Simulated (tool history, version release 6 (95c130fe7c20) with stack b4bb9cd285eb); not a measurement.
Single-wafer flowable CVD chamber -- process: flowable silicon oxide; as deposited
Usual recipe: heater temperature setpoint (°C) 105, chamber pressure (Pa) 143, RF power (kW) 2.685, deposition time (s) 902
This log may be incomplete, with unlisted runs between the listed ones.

run	hour	heater temperature setpoint (°C)	chamber pressure (Pa)	RF power (kW)	deposition time (s)	wafers since the last listed run	hours since the last thermocouple change	hours since the last RF generator calibration	hours since the last manometer calibration	hours since the showerhead was replaced	hours since the gauge calibration	read-back reference wafer on the same gauge, thickness_nm	mean film thickness on the monitor wafer (angstrom)
1	0.0	105	143	2.270	972	0	119.9	2276.7	119.9	3393.5	759.9	723.650	6937.86
2	23.2	105	143	2.270	972	48	143.1	2299.9	143.1	3416.7	783.1	724.242	6994.03
3	40.4	105	143	2.270	972	35	160.3	2317.1	160.3	3433.9	800.3	723.148	6967.10
4	70.5	105	143	2.685	902	62	190.4	2347.2	190.4	3464.0	830.4	722.422	6532.56
5	94.3	105	143	2.685	902	49	214.2	2371.0	214.2	3487.8	854.2	722.526	6565.73
6	107.2	97	143	2.230	902	26	227.1	2383.9	227.1	3500.7	867.1	722.150	8737.24
7	130.9	105	131	3.100	781	49	250.8	2407.6	250.8	3524.4	890.8	724.952	5196.26
8	145.8	105	143	2.685	902	30	265.7	2422.5	265.7	3539.3	905.7	723.826	6496.76
# hour 159.7: RF generator calibrated
9	160.2	113	117	2.455	1052	13	280.1	0.5	280.1	3553.7	920.1	724.322	4592.07
10	180.3	94	157	2.430	902	41	300.2	20.6	300.2	3573.8	940.2	723.471	10768.59
# hour 199.9: showerhead replaced
11	212.4	105	143	2.685	902	49	332.3	52.7	332.3	12.5	972.3	722.735	6517.23
12	302.5	105	160	2.685	902	186	422.4	142.8	422.4	102.6	1062.4	721.040	7288.89
13	331.1	105	143	2.685	902	59	451.0	171.4	451.0	131.2	1091.0	722.689	6411.90
14	347.2	105	143	2.685	902	33	467.1	187.5	467.1	147.3	1107.1	722.397	6444.52
15	382.7	92	143	2.320	902	73	502.6	223.0	502.6	182.8	1142.6	722.032	10403.49
16	406.5	91	129	2.685	740	49	526.4	246.8	526.4	206.6	1166.4	722.905	8193.64
17	439.5	105	143	2.445	790	68	559.4	279.8	559.4	239.6	1199.4	722.992	5595.60
# hour 466.5: gauge calibrated
18	469.6	105	143	2.685	902	62	589.5	309.9	589.5	269.7	3.1	722.155	6452.31
19	492.8	105	172	2.280	902	48	612.7	333.1	612.7	292.9	26.3	720.508	7641.03
20	525.3	105	160	2.685	902	67	645.2	365.6	645.2	325.4	58.8	723.511	7257.31
21	555.5	105	143	2.685	902	62	675.4	395.8	675.4	355.6	89.0	721.207	6456.87
22	589.2	105	171	3.185	902	69	709.1	429.5	709.1	389.3	122.7	723.597	7763.74
23	614.9	105	116	2.410	902	53	734.8	455.2	734.8	415.0	148.4	722.529	5159.26
24	637.2	100	167	2.320	795	46	757.1	477.5	757.1	437.3	170.7	723.548	7924.97
25	667.8	92	123	2.685	902	63	787.7	508.1	787.7	467.9	201.3	724.085	8968.39
26	704.2	98	108	2.840	789	75	824.1	544.5	824.1	504.3	237.7	723.166	5492.10
27	729.7	105	143	2.685	798	52	849.6	570.0	849.6	529.8	263.2	724.020	5704.31

What if the next run were any one of these 5? Each begins from the tool's condition after run 27:
A	730.4	105	143	2.685	902	1	850.3	570.7	850.3	530.5	263.9	?	?
B	730.4	105	143	2.685	785	1	850.3	570.7	850.3	530.5	263.9	?	?
C	730.4	105	143	3.205	776	1	850.3	570.7	850.3	530.5	263.9	?	?
D	730.4	105	143	2.685	824	1	850.3	570.7	850.3	530.5	263.9	?	?
E	730.4	105	155	2.685	902	1	850.3	570.7	850.3	530.5	263.9	?	?

run	read-back reference wafer on the same gauge, thickness_nm	mean film thickness on the monitor wafer (angstrom)
A	723.088	6464.56
B	723.088	5626.03
C	723.088	5638.03
D	723.088	5905.54
E	723.088	7008.90
Without the tool's hidden state the same runs would have given:
run	mean film thickness on the monitor wafer (angstrom)
A	6774.80
B	5896.03
C	5908.59
D	6188.95
E	7345.26

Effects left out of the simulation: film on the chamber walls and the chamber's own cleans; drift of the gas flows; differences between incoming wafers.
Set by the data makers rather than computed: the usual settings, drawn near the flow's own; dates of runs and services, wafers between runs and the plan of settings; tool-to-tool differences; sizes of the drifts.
